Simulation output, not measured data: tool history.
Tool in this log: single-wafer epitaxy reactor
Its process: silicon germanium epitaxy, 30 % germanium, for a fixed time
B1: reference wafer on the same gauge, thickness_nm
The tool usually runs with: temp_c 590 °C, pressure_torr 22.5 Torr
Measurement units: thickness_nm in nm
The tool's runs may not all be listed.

Run 1, hour 0: usual settings but temp_c 593 °C; B1 51.398. Result: thickness_nm 54.523 nm.
Run 2, hour 73.2: usual settings but temp_c 593 °C; B1 51.394. Result: thickness_nm 53.939 nm.
At hour 146.1: pyrometer calibrated.
Run 3, hour 179.1: usual settings but temp_c 595 °C, pressure_torr 26.1 Torr; B1 51.438. Result: thickness_nm 63.835 nm.
Run 4, hour 264.8: usual settings but temp_c 595 °C, pressure_torr 26.1 Torr; B1 51.397. Result: thickness_nm 64.114 nm.
Run 5, hour 311.4: usual settings; B1 51.398. Result: thickness_nm 53.987 nm.
Run 6, hour 389: usual settings but temp_c 578 °C; B1 51.398. Result: thickness_nm 44.084 nm.
At hour 462.7: showerhead replaced.
Run 7, hour 492.3: usual settings but temp_c 578 °C; B1 51.403. Result: thickness_nm 43.863 nm.
Run 8, hour 564.8: usual settings but temp_c 586 °C, pressure_torr 19.8 Torr; B1 51.403. Result: thickness_nm 47.079 nm.
At hour 580.5: capacitance manometer re-zeroed and calibrated.
Run 9, hour 668.3: usual settings; B1 51.396. Result: thickness_nm 52.021 nm.
Run 10, hour 751.4: usual settings; B1 51.37. Result: thickness_nm 51.904 nm.
Run 11, hour 809.3: usual settings but temp_c 577 °C; B1 51.419. Result: thickness_nm 41.186 nm.
At hour 835.7: gauge calibrated.
Run 12, hour 872.7: usual settings but temp_c 605 °C, pressure_torr 18.5 Torr; B1 51.35. Result: thickness_nm 59.46 nm.
At hour 956.6: pyrometer calibrated.
Run 13, hour 957.1: usual settings but temp_c 600 °C, pressure_torr 26.3 Torr; B1 51.413. Result: thickness_nm 68.11 nm.
Run 14, hour 1055.7: usual settings but temp_c 582 °C, pressure_torr 18.5 Torr; B1 51.422. Result: thickness_nm 41.398 nm.
Run 15, hour 1111: usual settings but temp_c 582 °C, pressure_torr 17.3 Torr; B1 51.409. Result: thickness_nm 40.102 nm.
Run 16, hour 1165.4: usual settings but temp_c 600 °C; B1 51.396. Result: thickness_nm 62.975 nm.
Run 17, hour 1253.5: usual settings; B1 51.357. Result: thickness_nm 52.938 nm.

Consider 4 possible next runs. They are alternatives, not a sequence: every one starts from the tool as it was left by run 17. What does each give?
Run A, hour 1253.9: usual settings but pressure_torr 25.4 Torr; B1 ?. Result: thickness_nm ?.
Run B, hour 1253.9: usual settings but temp_c 585 °C, pressure_torr 24.2 Torr; B1 ?. Result: thickness_nm ?.
Run C, hour 1253.9: usual settings but temp_c 605 °C, pressure_torr 25.7 Torr; B1 ?. Result: thickness_nm ?.
Run D, hour 1253.9: usual settings but temp_c 603 °C, pressure_torr 25 Torr; B1 ?. Result: thickness_nm ?.

run      B1  thickness_nm
  A  51.382         56.38
  B  51.382        50.391
  C  51.382        73.251
  D  51.382        69.823
Without the tool's hidden state the same runs would have given:
run  thickness_nm
  A        55.519
  B        49.623
  C         72.13
  D        68.755
